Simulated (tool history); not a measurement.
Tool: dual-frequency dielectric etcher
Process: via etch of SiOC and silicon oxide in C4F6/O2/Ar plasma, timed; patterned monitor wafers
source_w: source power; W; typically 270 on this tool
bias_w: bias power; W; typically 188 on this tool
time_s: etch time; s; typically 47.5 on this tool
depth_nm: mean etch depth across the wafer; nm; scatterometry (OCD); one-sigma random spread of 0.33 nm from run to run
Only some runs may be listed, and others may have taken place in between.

| run | hour | source_w | bias_w | time_s | wafers since the last listed run | hours since the last wet clean | hours since the last source power generator calibration | hours since the last bias power generator calibration | hours since the last upper electrode change | hours since the gauge calibration | read-back reference wafer on the same gauge, depth_nm | depth_nm |
|---|---|---|---|---|---|---|---|---|---|---|---|---|
| 1 | 0.0 | 290 | 153 | 47.5 | 0 | 236.0 | 3670.8 | 56.2 | 4955.5 | 1418.6 | 51.52 | 44.85 |
| 2 | 37.1 | 290 | 153 | 47.5 | 623 | 273.1 | 3707.9 | 93.3 | 4992.6 | 1455.7 | 51.46 | 44.66 |
|  | 99.3 | gauge calibrated |
| 3 | 138.6 | 290 | 153 | 47.5 | 1705 | 374.6 | 3809.4 | 194.8 | 5094.1 | 39.3 | 51.47 | 45.24 |
|  | 211.2 | wet clean of the chamber |
| 4 | 227.1 | 270 | 188 | 47.5 | 1083 | 15.9 | 3897.9 | 283.3 | 5182.6 | 127.8 | 51.58 | 46.68 |
| 5 | 296.8 | 270 | 188 | 47.5 | 1170 | 85.6 | 3967.6 | 353.0 | 5252.3 | 197.5 | 51.41 | 47.05 |
| 6 | 387.0 | 290 | 188 | 47.5 | 1515 | 175.8 | 4057.8 | 443.2 | 5342.5 | 287.7 | 51.48 | 48.74 |
| 7 | 426.0 | 290 | 188 | 47.5 | 655 | 214.8 | 4096.8 | 482.2 | 5381.5 | 326.7 | 51.51 | 49.15 |
| 8 | 593.4 | 270 | 188 | 47.5 | 2812 | 382.2 | 4264.2 | 649.6 | 5548.9 | 494.1 | 51.54 | 48.56 |
|  | 672.4 | wet clean of the chamber |
| 9 | 680.2 | 270 | 188 | 47.5 | 1055 | 7.8 | 4351.0 | 736.4 | 5635.7 | 580.9 | 51.39 | 47.25 |
| 10 | 936.4 | 270 | 188 | 47.5 | 4304 | 264.0 | 4607.2 | 992.6 | 5891.9 | 837.1 | 51.46 | 47.66 |
| 11 | 1008.3 | 310 | 188 | 50.5 | 1207 | 335.9 | 4679.1 | 1064.5 | 5963.8 | 909.0 | 51.57 | 53.81 |
| 12 | 1045.9 | 240 | 172 | 58.5 | 631 | 373.5 | 4716.7 | 1102.1 | 6001.4 | 946.6 | 51.53 | 56.83 |
|  | 1083.8 | wet clean of the chamber |
| 13 | 1144.0 | 270 | 188 | 47.5 | 1244 | 60.2 | 4814.8 | 1200.2 | 6099.5 | 1044.7 | 51.51 | 46.65 |
| 14 | 1187.5 | 320 | 172 | 47.5 | 730 | 103.7 | 4858.3 | 1243.7 | 6143.0 | 1088.2 | 51.50 | 47.35 |
|  | 1222.4 | upper electrode replaced, of another model than before |
| 15 | 1260.6 | 330 | 158 | 42.5 | 824 | 176.8 | 4931.4 | 1316.8 | 38.2 | 1161.3 | 51.56 | 43.75 |
| 16 | 1351.3 | 240 | 219 | 47.5 | 1523 | 267.5 | 5022.1 | 1407.5 | 128.9 | 1252.0 | 51.42 | 48.17 |
| 17 | 1410.1 | 340 | 188 | 51.0 | 987 | 326.3 | 5080.9 | 1466.3 | 187.7 | 1310.8 | 51.42 | 56.66 |
|  | 1436.6 | source power generator calibrated |
| 18 | 1449.8 | 310 | 222 | 60.5 | 599 | 366.0 | 13.2 | 1506.0 | 227.4 | 1350.5 | 51.57 | 66.98 |
|  | 1483.3 | gauge calibrated |
|  | 1505.7 | wet clean of the chamber |
|  | 1529.5 | bias power generator calibrated |
| 19 | 1530.4 | 240 | 204 | 47.5 | 883 | 24.7 | 93.8 | 0.9 | 308.0 | 47.1 | 51.46 | 45.55 |
| 20 | 1621.0 | 270 | 152 | 47.5 | 1522 | 115.3 | 184.4 | 91.5 | 398.6 | 137.7 | 51.38 | 44.93 |
| 21 | 1726.6 | 270 | 153 | 54.5 | 1774 | 220.9 | 290.0 | 197.1 | 504.2 | 243.3 | 51.50 | 52.78 |
|  | 1864.5 | wet clean of the chamber |
| 22 | 1977.8 | 270 | 188 | 47.5 | 3817 | 113.3 | 541.2 | 448.3 | 755.4 | 494.5 | 51.50 | 47.14 |
| 23 | 2028.5 | 270 | 188 | 47.5 | 851 | 164.0 | 591.9 | 499.0 | 806.1 | 545.2 | 51.48 | 48.07 |

Run-by-run hidden state of the tool:
source power that arrives over what is set, %: 0 on each run
bias power that arrives over what is set, %: 0 on each run
gauge reads high (%): 0 on each run
H1: etch rate over this chamber's usual, %
| run | H1 |
|---|---|
| 1 | 2.39 |
| 2 | 2.87 |
| 3 | 4.2 |
| 4 | 0.634 |
| 5 | 1.54 |
| 6 | 2.72 |
| 7 | 3.23 |
| 8 | 5.42 |
| 9 | 0.422 |
| 10 | 3.77 |
| 11 | 4.71 |
| 12 | 5.2 |
| 13 | 0.637 |
| 14 | 1.2 |
| 15 | 2.16 |
| 16 | 3.34 |
| 17 | 4.11 |
| 18 | 4.63 |
| 19 | 0.355 |
| 20 | 1.54 |
| 21 | 2.92 |
| 22 | 1.5 |
| 23 | 2.17 |
